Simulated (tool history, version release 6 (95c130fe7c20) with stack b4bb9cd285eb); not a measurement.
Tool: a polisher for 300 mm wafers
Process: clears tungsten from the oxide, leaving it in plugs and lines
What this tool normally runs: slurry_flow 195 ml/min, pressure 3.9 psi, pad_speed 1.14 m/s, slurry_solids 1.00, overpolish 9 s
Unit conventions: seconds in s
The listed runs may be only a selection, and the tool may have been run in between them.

run    hour  slurry_flow  pressure  pad_speed  slurry_solids  overpolish  incoming thickness of the incoming film, nm  seconds
  1     0.0          195       3.9       1.14           1.00           9                                        593.2    107.6
       22.0  -- slurry nozzle cleaned
  2    67.8          195       3.9       1.14           1.00           9                                        597.5    111.6
      111.3  -- head pressure recalibrated
  3   117.8          195       3.9       1.14           1.00           9                                        611.3    116.2
  4   159.9          195       3.9       1.14           1.00           9                                        593.1    114.2
      174.2  -- slurry tank refilled with fresh slurry and peroxide
      208.3  -- worn pad replaced by a new one, repeated, since the last time left the tool worse
  5   216.7          195       3.9       1.14           1.00          12                                        593.7     94.2
  6   287.3          195       3.9       1.14           1.00          12                                        604.5    101.1
  7   331.9          195       3.9       1.14           0.85           9                                        596.2    102.1
      362.5  -- slurry blender recalibrated
  8   393.7          195       3.9       1.14           1.00           9                                        608.1    100.9
  9   434.5          130       3.3       1.14           0.85          12                                        595.1    125.0
 10   491.0          170       2.6       1.14           1.15          13                                        602.2    137.1
 11   533.1          195       3.9       1.14           0.90           9                                        587.9    101.8
      535.2  -- slurry tank refilled with fresh slurry and peroxide
      602.8  -- worn pad replaced by a new one
 12   613.6          195       2.7       1.14           0.80           9                                        595.8    132.2
 13   659.2          165       3.9       1.14           1.00          14                                        594.0     98.9
 14   722.0          195       3.9       1.14           1.00           9                                        597.4     96.2
      747.5  -- slurry blender recalibrated
 15   765.6          265       3.9       1.14           1.00           5                                        610.2     97.6
 16   818.2          195       2.7       0.76           1.00          11                                        602.9    192.9
      862.4  -- slurry nozzle cleaned
 17   865.1          195       3.9       0.80           1.00           9                                        599.4    139.2
 18   916.3          195       3.9       1.14           1.00           9                                        600.0    103.2
      929.1  -- slurry tank refilled with fresh slurry and peroxide
 19   966.0          130       3.9       1.14           1.00          11                                        590.9    109.1
      978.9  -- worn pad replaced by a new one
 20  1002.1          195       3.9       1.14           1.00          11                                        586.7     91.5
 21  1036.6          195       4.8       1.42           1.15          12                                        597.3     64.8
 22  1064.0          195       3.9       1.14           1.00           9                                        597.5     97.2
 23  1106.6          140       3.9       1.14           1.00           9                                        611.4    107.8
     1120.8  -- slurry blender recalibrated
 24  1170.6          195       4.9       0.92           1.00           9                                        600.5    101.0
 25  1221.2          195       3.5       0.92           1.00           6                                        612.0    135.8
 26  1291.9          165       3.9       1.14           1.00           9                                        597.5    102.8

What if the next run were any one of these 4? Each begins from the tool's condition after run 26:
  A  1292.4          195       3.9       1.14           1.00           9                                        608.8        ?
  B  1292.4          260       2.7       1.00           1.00          13                                        608.8        ?
  C  1292.4          240       2.5       1.14           1.30          11                                        608.8        ?
  D  1292.4          225       4.4       1.50           1.00          11                                        608.8        ?

run  seconds
  A    102.0
  B    147.5
  C    133.6
  D     70.6
Stripped of hidden state, with their random variation kept, the same runs would have yielded:
run  seconds
  A     96.8
  B    140.0
  C    126.8
  D     67.0
